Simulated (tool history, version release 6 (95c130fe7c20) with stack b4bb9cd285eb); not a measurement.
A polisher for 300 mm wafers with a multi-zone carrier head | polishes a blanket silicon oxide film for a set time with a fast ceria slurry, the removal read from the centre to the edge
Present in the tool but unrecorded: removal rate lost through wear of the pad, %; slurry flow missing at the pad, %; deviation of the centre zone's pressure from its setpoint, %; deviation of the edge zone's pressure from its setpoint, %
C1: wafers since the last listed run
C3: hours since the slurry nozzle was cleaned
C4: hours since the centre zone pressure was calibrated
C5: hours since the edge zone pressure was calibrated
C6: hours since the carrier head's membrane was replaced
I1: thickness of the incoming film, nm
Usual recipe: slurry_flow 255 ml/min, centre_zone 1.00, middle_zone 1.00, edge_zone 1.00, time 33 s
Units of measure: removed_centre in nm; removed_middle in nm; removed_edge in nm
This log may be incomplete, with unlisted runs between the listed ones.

{"run": 1, "hour": 0.0, "slurry_flow": 255, "centre_zone": 1.0, "middle_zone": 1.0, "edge_zone": 1.0, "time": 33, "C1": 0, "wafers polished on this pad": 281, "C3": 251.6, "C4": 212.3, "C5": 248.1, "C6": 452.6, "I1": 1703.3, "removed_centre": 403.6, "removed_middle": 425.4, "removed_edge": 413.2}
{"run": 2, "hour": 12.1, "slurry_flow": 255, "centre_zone": 1.0, "middle_zone": 1.0, "edge_zone": 1.0, "time": 33, "C1": 94, "wafers polished on this pad": 376, "C3": 263.7, "C4": 224.4, "C5": 260.2, "C6": 464.7, "I1": 1700.8, "removed_centre": 400.4, "removed_middle": 424.4, "removed_edge": 430.6}
{"run": 3, "hour": 22.4, "slurry_flow": 280, "centre_zone": 1.0, "middle_zone": 1.0, "edge_zone": 1.0, "time": 37, "C1": 80, "wafers polished on this pad": 456, "C3": 274.0, "C4": 234.7, "C5": 270.5, "C6": 475.0, "I1": 1719.0, "removed_centre": 456.2, "removed_middle": 489.2, "removed_edge": 475.8}
{"run": 4, "hour": 36.4, "slurry_flow": 280, "centre_zone": 1.0, "middle_zone": 1.0, "edge_zone": 1.0, "time": 37, "C1": 109, "wafers polished on this pad": 566, "C3": 288.0, "C4": 248.7, "C5": 284.5, "C6": 489.0, "I1": 1725.7, "removed_centre": 464.6, "removed_middle": 471.5, "removed_edge": 480.2}
{"run": 5, "hour": 47.9, "slurry_flow": 275, "centre_zone": 1.0, "middle_zone": 1.0, "edge_zone": 1.0, "time": 33, "C1": 89, "wafers polished on this pad": 656, "C3": 299.5, "C4": 260.2, "C5": 296.0, "C6": 500.5, "I1": 1670.9, "removed_centre": 407.6, "removed_middle": 438.3, "removed_edge": 423.6}
{"run": 6, "hour": 73.3, "slurry_flow": 275, "centre_zone": 1.0, "middle_zone": 1.0, "edge_zone": 1.0, "time": 33, "C1": 198, "wafers polished on this pad": 854, "C3": 324.9, "C4": 285.6, "C5": 321.4, "C6": 525.9, "I1": 1705.4, "removed_centre": 404.3, "removed_middle": 419.1, "removed_edge": 420.0}
{"run": 7, "hour": 80.1, "slurry_flow": 275, "centre_zone": 1.0, "middle_zone": 1.0, "edge_zone": 1.0, "time": 33, "C1": 53, "wafers polished on this pad": 907, "C3": 331.7, "C4": 292.4, "C5": 328.2, "C6": 532.7, "I1": 1670.6, "removed_centre": 405.8, "removed_middle": 419.7, "removed_edge": 419.0}
{"hour": 86.8, "done": "slurry nozzle cleaned"}
{"run": 8, "hour": 87.3, "slurry_flow": 255, "centre_zone": 1.08, "middle_zone": 1.0, "edge_zone": 1.0, "time": 33, "C1": 48, "wafers polished on this pad": 955, "C3": 0.5, "C4": 299.6, "C5": 335.4, "C6": 539.9, "I1": 1695.3, "removed_centre": 450.1, "removed_middle": 435.5, "removed_edge": 434.9}
{"run": 9, "hour": 100.2, "slurry_flow": 255, "centre_zone": 1.08, "middle_zone": 1.0, "edge_zone": 1.0, "time": 33, "C1": 100, "wafers polished on this pad": 1056, "C3": 13.4, "C4": 312.5, "C5": 348.3, "C6": 552.8, "I1": 1706.1, "removed_centre": 438.9, "removed_middle": 437.7, "removed_edge": 432.6}
{"hour": 119.1, "done": "edge zone pressure recalibrated"}
{"hour": 119.8, "done": "worn pad replaced by a new one"}
{"run": 10, "hour": 120.3, "slurry_flow": 190, "centre_zone": 1.06, "middle_zone": 0.89, "edge_zone": 0.93, "time": 33, "C1": 135, "wafers polished on this pad": 4, "C3": 33.5, "C4": 332.6, "C5": 1.2, "C6": 572.9, "I1": 1705.0, "removed_centre": 403.3, "removed_middle": 382.3, "removed_edge": 401.3}
{"run": 11, "hour": 125.8, "slurry_flow": 255, "centre_zone": 1.0, "middle_zone": 1.0, "edge_zone": 1.0, "time": 33, "C1": 42, "wafers polished on this pad": 47, "C3": 39.0, "C4": 338.1, "C5": 6.7, "C6": 578.4, "I1": 1723.4, "removed_centre": 400.5, "removed_middle": 430.5, "removed_edge": 427.6}
{"run": 12, "hour": 143.5, "slurry_flow": 300, "centre_zone": 1.04, "middle_zone": 1.0, "edge_zone": 1.04, "time": 33, "C1": 138, "wafers polished on this pad": 185, "C3": 56.7, "C4": 355.8, "C5": 24.4, "C6": 596.1, "I1": 1701.1, "removed_centre": 417.1, "removed_middle": 439.8, "removed_edge": 439.4}
{"hour": 161.6, "done": "carrier head's membrane replaced by a new one"}
{"run": 13, "hour": 162.1, "slurry_flow": 255, "centre_zone": 1.0, "middle_zone": 1.0, "edge_zone": 1.0, "time": 33, "C1": 106, "wafers polished on this pad": 291, "C3": 75.3, "C4": 374.4, "C5": 43.0, "C6": 0.5, "I1": 1694.1, "removed_centre": 392.9, "removed_middle": 436.8, "removed_edge": 422.1}
{"hour": 167.8, "done": "centre zone pressure recalibrated"}
{"run": 14, "hour": 171.5, "slurry_flow": 340, "centre_zone": 1.0, "middle_zone": 1.1, "edge_zone": 1.0, "time": 33, "C1": 57, "wafers polished on this pad": 349, "C3": 84.7, "C4": 3.7, "C5": 52.4, "C6": 9.9, "I1": 1695.8, "removed_centre": 440.8, "removed_middle": 482.3, "removed_edge": 427.2}
{"run": 15, "hour": 182.5, "slurry_flow": 255, "centre_zone": 1.0, "middle_zone": 1.0, "edge_zone": 1.0, "time": 33, "C1": 85, "wafers polished on this pad": 435, "C3": 95.7, "C4": 14.7, "C5": 63.4, "C6": 20.9, "I1": 1722.9, "removed_centre": 421.0, "removed_middle": 431.5, "removed_edge": 424.1}
{"run": 16, "hour": 190.5, "slurry_flow": 285, "centre_zone": 1.0, "middle_zone": 1.0, "edge_zone": 1.0, "time": 27, "C1": 62, "wafers polished on this pad": 497, "C3": 103.7, "C4": 22.7, "C5": 71.4, "C6": 28.9, "I1": 1675.2, "removed_centre": 350.4, "removed_middle": 349.0, "removed_edge": 346.9}
{"run": 17, "hour": 202.8, "slurry_flow": 255, "centre_zone": 1.0, "middle_zone": 0.91, "edge_zone": 1.0, "time": 33, "C1": 96, "wafers polished on this pad": 593, "C3": 116.0, "C4": 35.0, "C5": 83.7, "C6": 41.2, "I1": 1684.1, "removed_centre": 421.9, "removed_middle": 406.8, "removed_edge": 424.0}
{"run": 18, "hour": 213.3, "slurry_flow": 170, "centre_zone": 0.91, "middle_zone": 1.0, "edge_zone": 1.0, "time": 29, "C1": 82, "wafers polished on this pad": 675, "C3": 126.5, "C4": 45.5, "C5": 94.2, "C6": 51.7, "I1": 1701.9, "removed_centre": 326.6, "removed_middle": 356.3, "removed_edge": 360.3}

Consider 4 possible next runs. They are alternatives, not a sequence: every one starts from the tool as it was left by run 18. What does each give?
{"run": "A", "hour": 213.7, "slurry_flow": 255, "centre_zone": 1.0, "middle_zone": 1.0, "edge_zone": 1.0, "time": 23, "C1": 3, "wafers polished on this pad": 678, "C3": 126.9, "C4": 45.9, "C5": 94.6, "C6": 52.1, "I1": 1679.8, "removed_centre": "?", "removed_middle": "?", "removed_edge": "?"}
{"run": "B", "hour": 213.7, "slurry_flow": 180, "centre_zone": 1.0, "middle_zone": 1.0, "edge_zone": 1.0, "time": 39, "C1": 3, "wafers polished on this pad": 678, "C3": 126.9, "C4": 45.9, "C5": 94.6, "C6": 52.1, "I1": 1679.8, "removed_centre": "?", "removed_middle": "?", "removed_edge": "?"}
{"run": "C", "hour": 213.7, "slurry_flow": 255, "centre_zone": 1.0, "middle_zone": 1.07, "edge_zone": 1.11, "time": 24, "C1": 3, "wafers polished on this pad": 678, "C3": 126.9, "C4": 45.9, "C5": 94.6, "C6": 52.1, "I1": 1679.8, "removed_centre": "?", "removed_middle": "?", "removed_edge": "?"}
{"run": "D", "hour": 213.7, "slurry_flow": 185, "centre_zone": 1.04, "middle_zone": 0.93, "edge_zone": 1.0, "time": 33, "C1": 3, "wafers polished on this pad": 678, "C3": 126.9, "C4": 45.9, "C5": 94.6, "C6": 52.1, "I1": 1679.8, "removed_centre": "?", "removed_middle": "?", "removed_edge": "?"}

run=A removed_centre=292.2 removed_middle=299.7 removed_edge=298.0
run=B removed_centre=472.9 removed_middle=487.7 removed_edge=490.4
run=C removed_centre=305.0 removed_middle=331.2 removed_edge=327.2
run=D removed_centre=412.7 removed_middle=389.6 removed_edge=416.3
Stripped of hidden state, with their random variation kept, the same runs would have yielded:
run=A removed_centre=304.5 removed_middle=310.2 removed_edge=305.8
run=B removed_centre=498.3 removed_middle=509.6 removed_edge=506.3
run=C removed_centre=317.9 removed_middle=342.8 removed_edge=335.7
run=D removed_centre=434.4 removed_middle=406.7 removed_edge=429.7

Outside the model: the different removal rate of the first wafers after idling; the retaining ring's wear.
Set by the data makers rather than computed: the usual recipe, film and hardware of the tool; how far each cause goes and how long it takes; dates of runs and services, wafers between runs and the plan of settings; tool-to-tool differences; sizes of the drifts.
